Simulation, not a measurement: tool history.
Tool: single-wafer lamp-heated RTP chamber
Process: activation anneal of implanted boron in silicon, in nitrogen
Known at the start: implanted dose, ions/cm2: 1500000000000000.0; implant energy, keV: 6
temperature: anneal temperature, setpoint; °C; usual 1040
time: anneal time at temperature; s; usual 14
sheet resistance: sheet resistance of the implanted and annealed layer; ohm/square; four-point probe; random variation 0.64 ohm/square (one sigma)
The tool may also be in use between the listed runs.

run	hour	temperature	time	read-back reference wafer on the same gauge, sheet resistance	sheet resistance
1	0	1040	14	104.97	116.2
# hour 46.9: gauge calibrated
2	55.9	1040	14	105.1	115.09
# hour 70: pyrometer window cleaned and pyrometer calibrated
3	93.4	1040	14	105.06	114.76
# hour 173.9: reflector plate cleaned
4	174.4	1040	14	105.05	116.51
5	270.3	1040	14	104.96	116.69
6	329.9	1040	14	104.9	115.55
# hour 362.9: pyrometer window cleaned and pyrometer calibrated
7	430.5	1040	14	104.9	114.43
# hour 478.7: reflector plate cleaned
8	481	1040	14	104.96	116.91
9	583.7	1040	14	104.93	115.84
10	667.4	1040	14	104.89	116.32
# hour 695.9: pyrometer window cleaned and pyrometer calibrated
11	718.2	1040	14	105.03	114.84
12	778.5	1040	14	105.02	114.32
# hour 810.2: reflector plate cleaned
13	862.3	1057	14	105.11	107.78
14	911.1	1040	14	104.95	117.33
# hour 971.6: gauge calibrated
# hour 1017.4: pyrometer window cleaned and pyrometer calibrated
15	1017.9	1031	6	104.98	132.88
16	1048.7	1040	21	104.91	110.67
# hour 1121.5: reflector plate cleaned
17	1126.6	1040	14	105.14	117.29
18	1191.8	1067	14	105.06	101.95
19	1265	1010	10	105.04	138.42
20	1313.2	1040	14	105.16	117.05
# hour 1339.5: pyrometer window cleaned and pyrometer calibrated
21	1393.4	1060	22	105.01	97.22
# hour 1442.9: reflector plate cleaned
22	1477.8	1012	11	104.79	136.77
23	1557.7	1061	19	105.15	99.81
24	1594.5	1040	14	104.83	115.86

Measured less the same run without the tool's hidden state. The same run-to-run variation is in both; the gauge's scatter may not be:
The hidden state here: true wafer temperature minus pyrometer reading, K; wafer temperature error from the tarnished reflector plate, K; gauge reads high (%).
run	sheet resistance
1	-1.61
2	-2.47
3	-3.19
4	-1.1
5	-1.45
6	-1.98
7	-3.47
8	-0.46
9	-0.85
10	-1.74
11	-2.51
12	-3.7
13	-0.16
14	-0.44
15	-1.64
16	-2.28
17	-0.41
18	-0.52
19	-1.32
20	-1.75
21	-2.41
22	-0.56
23	-0.77
24	-1.27
